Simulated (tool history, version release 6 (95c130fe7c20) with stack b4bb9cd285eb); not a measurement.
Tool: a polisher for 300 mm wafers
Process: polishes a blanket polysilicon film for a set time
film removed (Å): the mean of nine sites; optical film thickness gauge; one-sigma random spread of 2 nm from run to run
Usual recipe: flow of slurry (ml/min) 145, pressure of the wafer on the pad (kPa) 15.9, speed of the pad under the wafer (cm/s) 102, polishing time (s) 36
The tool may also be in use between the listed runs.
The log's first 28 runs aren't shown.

run,day,flow of slurry (ml/min),pressure of the wafer on the pad (kPa),speed of the pad under the wafer (cm/s),polishing time (s),wafers since the last listed run,wafers polished on this pad,hours since the slurry nozzle was cleaned,hours since the head pressure was calibrated,"incoming thickness of the incoming film, nm",film removed (Å)
29,84.154,165,11,102,36,1188,7498,398.1,387,2217.4,1279
30,88.1,145,20.7,88,36,1253,8752,492.8,481.7,2175.2,1960
# day 89.138: worn pad replaced by a new one
31,89.675,145,15.9,102,36,447,170,530.6,519.5,2139,1888
32,91.954,145,15.9,102,36,724,894,585.3,574.2,2188,1840
# day 94.396: slurry nozzle cleaned
33,95.792,145,15.9,102,36,1205,2100,33.5,666.3,2161.6,2014
34,97.558,115,20,86,36,561,2661,75.9,708.7,2228,2090
35,101.421,145,15.9,102,36,1227,3888,168.6,801.4,2176.2,1923
36,102.983,145,11,102,24,496,4385,206.1,838.9,2200.1,883
37,105.308,145,15.9,102,41,738,5123,261.9,894.7,2167,2106

Branching from run 37: 4 alternative next runs. What would each branch give?
A,105.325,145,15.9,120,36,5,5129,262.3,895.1,2199.9,?
B,105.325,145,17.9,86,36,5,5129,262.3,895.1,2199.9,?
C,105.325,160,20.7,102,49,5,5129,262.3,895.1,2199.9,?
D,105.325,165,13.8,102,36,5,5129,262.3,895.1,2199.9,?

run,film removed (Å)
A,2135
B,1808
C,3368
D,1661
Had the tool no hidden state, the same runs would have come out as:
run,film removed (Å)
A,2418
B,2047
C,3786
D,1864

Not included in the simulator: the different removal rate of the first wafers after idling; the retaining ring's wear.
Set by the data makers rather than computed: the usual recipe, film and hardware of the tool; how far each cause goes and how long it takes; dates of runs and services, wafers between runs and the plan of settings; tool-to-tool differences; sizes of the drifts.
